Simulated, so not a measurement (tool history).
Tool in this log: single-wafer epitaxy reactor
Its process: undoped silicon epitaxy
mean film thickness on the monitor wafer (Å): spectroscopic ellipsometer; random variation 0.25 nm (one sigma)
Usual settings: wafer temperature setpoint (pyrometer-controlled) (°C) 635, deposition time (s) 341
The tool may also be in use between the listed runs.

run   hour  wafer temperature setpoint (pyrometer-controlled) (°C)  deposition time (s)  wafers since the last listed run  hours since the last pyrometer calibration  hours since the gauge calibration  read-back reference wafer on the same gauge, thickness_nm  mean film thickness on the monitor wafer (Å)
  1    0.0                                                     635                  341                                 0                                      1852.2                              562.6                                                     51.083                                        463.55
       2.9  -- gauge calibrated
  2   32.8                                                     635                  361                               240                                      1885.0                               29.9                                                     51.111                                        491.84
  3   56.3                                                     635                  361                               172                                      1908.5                               53.4                                                     51.075                                        487.76
  4   91.1                                                     623                  341                               255                                      1943.3                               88.2                                                     51.097                                        336.64
  5  116.0                                                     629                  390                               182                                      1968.2                              113.1                                                     51.070                                        456.38
  6  137.5                                                     629                  390                               157                                      1989.7                              134.6                                                     51.067                                        452.76
  7  154.6                                                     635                  326                               125                                      2006.8                              151.7                                                     51.107                                        442.30
  8  182.4                                                     635                  326                               203                                      2034.6                              179.5                                                     51.087                                        441.50
  9  194.5                                                     635                  326                                88                                      2046.7                              191.6                                                     51.107                                        444.52
 10  209.4                                                     635                  341                               109                                      2061.6                              206.5                                                     51.030                                        465.01
 11  232.3                                                     635                  341                               167                                      2084.5                              229.4                                                     51.158                                        466.76
 12  248.3                                                     635                  341                               117                                      2100.5                              245.4                                                     51.112                                        465.44
 13  271.8                                                     629                  305                               172                                      2124.0                              268.9                                                     51.059                                        358.42
 14  293.0                                                     629                  305                               155                                      2145.2                              290.1                                                     51.097                                        359.85
 15  315.8                                                     629                  305                               167                                      2168.0                              312.9                                                     51.123                                        353.97
 16  337.9                                                     635                  341                               162                                      2190.1                              335.0                                                     51.092                                        466.36
 17  366.9                                                     635                  341                               212                                      2219.1                              364.0                                                     51.096                                        467.69
 18  386.7                                                     635                  341                               145                                      2238.9                              383.8                                                     51.162                                        468.64
 19  417.2                                                     635                  341                               223                                      2269.4                              414.3                                                     51.115                                        468.18
 20  438.8                                                     642                  291                               158                                      2291.0                              435.9                                                     51.097                                        474.64
 21  456.6                                                     642                  291                               130                                      2308.8                              453.7                                                     51.076                                        479.33
 22  472.5                                                     642                  291                               116                                      2324.7                              469.6                                                     51.098                                        478.21
 23  505.7                                                     635                  341                               243                                      2357.9                              502.8                                                     51.096                                        472.42

Estimate the outcome of run 24 from the log above:
 24  520.6                                                     648                  274                               109                                      2372.8                              517.7                                                          ?                                             ?

{"run 24": {"read-back reference wafer on the same gauge, thickness_nm": 51.041, "mean film thickness on the monitor wafer (Å)": 521.94}}
With no hidden state in the tool, this same run would have given mean film thickness on the monitor wafer (Å) 494.29.
